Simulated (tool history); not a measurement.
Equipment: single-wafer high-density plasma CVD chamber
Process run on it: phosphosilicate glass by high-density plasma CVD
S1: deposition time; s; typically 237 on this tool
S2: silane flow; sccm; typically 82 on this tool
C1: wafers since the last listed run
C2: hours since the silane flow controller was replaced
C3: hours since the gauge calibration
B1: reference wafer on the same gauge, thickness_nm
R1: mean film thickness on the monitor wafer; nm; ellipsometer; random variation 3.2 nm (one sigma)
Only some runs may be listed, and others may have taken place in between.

| run | hour | S1 | S2 | C1 | C2 | C3 | B1 | R1 |
|---|---|---|---|---|---|---|---|---|
| 1 | 0.0 | 209 | 82 | 0 | 2273.1 | 104.4 | 2479.926 | 1781.558 |
| 2 | 10.3 | 237 | 82 | 60 | 2283.4 | 114.7 | 2479.818 | 2011.307 |
| 3 | 17.3 | 237 | 82 | 41 | 2290.4 | 121.7 | 2480.475 | 2017.966 |
| 4 | 34.7 | 237 | 82 | 102 | 2307.8 | 139.1 | 2479.500 | 2011.981 |
| 5 | 41.1 | 237 | 82 | 37 | 2314.2 | 145.5 | 2479.495 | 2013.936 |
| 6 | 49.2 | 237 | 82 | 47 | 2322.3 | 153.6 | 2479.174 | 2010.294 |
| 7 | 56.9 | 237 | 75 | 45 | 2330.0 | 161.3 | 2478.807 | 1856.729 |
| 8 | 71.5 | 237 | 82 | 85 | 2344.6 | 175.9 | 2480.272 | 2012.078 |
| 9 | 86.9 | 237 | 82 | 90 | 2360.0 | 191.3 | 2479.551 | 2004.420 |
| 10 | 95.8 | 237 | 82 | 52 | 2368.9 | 200.2 | 2480.744 | 2007.772 |
| 11 | 112.9 | 237 | 82 | 100 | 2386.0 | 217.3 | 2480.014 | 2001.158 |
|  | 140.4 | silane flow controller replaced |
|  | 143.6 | gauge calibrated |
| 12 | 148.6 | 265 | 82 | 162 | 8.2 | 5.0 | 2478.222 | 2357.525 |
| 13 | 160.6 | 221 | 66 | 70 | 20.2 | 17.0 | 2480.479 | 1644.082 |
| 14 | 172.4 | 237 | 82 | 69 | 32.0 | 28.8 | 2480.040 | 2108.247 |
| 15 | 184.0 | 237 | 93 | 68 | 43.6 | 40.4 | 2480.194 | 2346.704 |
| 16 | 199.9 | 256 | 71 | 93 | 59.5 | 56.3 | 2481.135 | 2020.286 |
| 17 | 210.5 | 265 | 82 | 62 | 70.1 | 66.9 | 2478.356 | 2357.736 |
| 18 | 217.8 | 252 | 96 | 42 | 77.4 | 74.2 | 2480.248 | 2565.445 |
| 19 | 224.3 | 281 | 92 | 38 | 83.9 | 80.7 | 2480.230 | 2761.399 |
| 20 | 241.5 | 237 | 98 | 101 | 101.1 | 97.9 | 2479.262 | 2455.058 |

What if the next run were any one of these 4? Each begins from the tool's condition after run 20:
| A | 242.0 | 237 | 96 | 2 | 101.6 | 98.4 | ? | ? |
| B | 242.0 | 216 | 69 | 2 | 101.6 | 98.4 | ? | ? |
| C | 242.0 | 193 | 71 | 2 | 101.6 | 98.4 | ? | ? |
| D | 242.0 | 281 | 91 | 2 | 101.6 | 98.4 | ? | ? |

| run | B1 | R1 |
|---|---|---|
| A | 2479.585 | 2406.849 |
| B | 2479.585 | 1657.278 |
| C | 2479.585 | 1516.305 |
| D | 2479.585 | 2724.487 |
Without the tool's unlogged condition, the same runs would have read:
| run | R1 |
|---|---|
| A | 2412.572 |
| B | 1661.219 |
| C | 1519.910 |
| D | 2730.966 |
